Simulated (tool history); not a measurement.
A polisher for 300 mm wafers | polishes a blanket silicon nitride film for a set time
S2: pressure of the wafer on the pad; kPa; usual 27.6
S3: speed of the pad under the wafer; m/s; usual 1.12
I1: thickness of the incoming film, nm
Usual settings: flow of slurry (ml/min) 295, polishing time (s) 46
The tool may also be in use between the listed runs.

Run 1, hour 0.0: usual settings but S2 24.1 kPa; I1 882.0. Result: film removed (Å) 745.
At hour 16.8: slurry nozzle cleaned.
Run 2, hour 57.7: usual settings but S2 24.1 kPa; I1 868.7. Result: film removed (Å) 778.
Run 3, hour 130.5: usual settings; I1 861.9. Result: film removed (Å) 878.
At hour 223.3: worn pad replaced by a new one.
Run 4, hour 223.8: usual settings but flow of slurry (ml/min) 255, S3 1.04 m/s; I1 864.9. Result: film removed (Å) 824.
Run 5, hour 282.6: usual settings but flow of slurry (ml/min) 255, S3 1.04 m/s; I1 887.7. Result: film removed (Å) 813.
Run 6, hour 578.2: usual settings; I1 869.3. Result: film removed (Å) 918.
At hour 629.0: head pressure recalibrated.
Run 7, hour 639.0: usual settings; I1 883.2. Result: film removed (Å) 962.
At hour 704.0: worn pad replaced by a new one.
Run 8, hour 704.5: usual settings; I1 888.8. Result: film removed (Å) 968.
Run 9, hour 750.3: usual settings; I1 881.3. Result: film removed (Å) 967.
At hour 762.7: slurry nozzle cleaned.
Run 10, hour 805.9: usual settings; I1 879.3. Result: film removed (Å) 979.
Run 11, hour 863.3: usual settings; I1 887.0. Result: film removed (Å) 976.
Run 12, hour 949.7: usual settings; I1 883.7. Result: film removed (Å) 980.
Run 13, hour 1040.0: usual settings; I1 873.2. Result: film removed (Å) 984.
Run 14, hour 1094.2: usual settings but S3 1.32 m/s; I1 876.6. Result: film removed (Å) 1131.
At hour 1134.4: head pressure recalibrated, repeated, since the last time left the tool worse.
At hour 1178.9: worn pad replaced by a new one.
Run 15, hour 1196.8: usual settings but flow of slurry (ml/min) 375, S2 34.5 kPa, S3 0.88 m/s; I1 884.2. Result: film removed (Å) 906.
Run 16, hour 1285.2: usual settings; I1 864.6. Result: film removed (Å) 867.
Run 17, hour 1338.8: usual settings; I1 883.9. Result: film removed (Å) 900.
Run 18, hour 1401.8: usual settings but flow of slurry (ml/min) 340, polishing time (s) 52; I1 887.2. Result: film removed (Å) 1031.
At hour 1413.8: slurry nozzle cleaned.
Run 19, hour 1442.8: usual settings but flow of slurry (ml/min) 250, S2 20.7 kPa, S3 0.96 m/s, polishing time (s) 59; I1 885.2. Result: film removed (Å) 772.
Run 20, hour 1517.3: usual settings; I1 885.1. Result: film removed (Å) 886.
Run 21, hour 1611.2: usual settings but flow of slurry (ml/min) 230, S2 31.0 kPa, S3 0.78 m/s, polishing time (s) 61; I1 871.9. Result: film removed (Å) 987.
At hour 1682.4: worn pad replaced by a new one.
Run 22, hour 1707.7: usual settings but flow of slurry (ml/min) 390, S2 20.0 kPa, S3 0.74 m/s, polishing time (s) 55; I1 887.8. Result: film removed (Å) 595.
Run 23, hour 1759.5: usual settings; I1 884.3. Result: film removed (Å) 912.
At hour 1961.8: head pressure recalibrated.
Run 24, hour 1970.0: usual settings but S3 1.30 m/s, polishing time (s) 53; I1 876.9. Result: film removed (Å) 1107.
Run 25, hour 2062.6: usual settings but flow of slurry (ml/min) 350, S2 18.6 kPa, S3 1.30 m/s, polishing time (s) 54; I1 892.4. Result: film removed (Å) 825.
At hour 2081.6: worn pad replaced by a new one.
Run 26, hour 2120.4: usual settings but flow of slurry (ml/min) 240, S2 35.2 kPa; I1 891.8. Result: film removed (Å) 1090.

Forecast run 27:
Run 27, hour 2158.2: usual settings but flow of slurry (ml/min) 200, S2 20.0 kPa; I1 881.4. Result: film removed (Å) ?.

Run 27 gave film removed (Å) 637.
Without the tool's hidden state the same run would have given film removed (Å) 628.
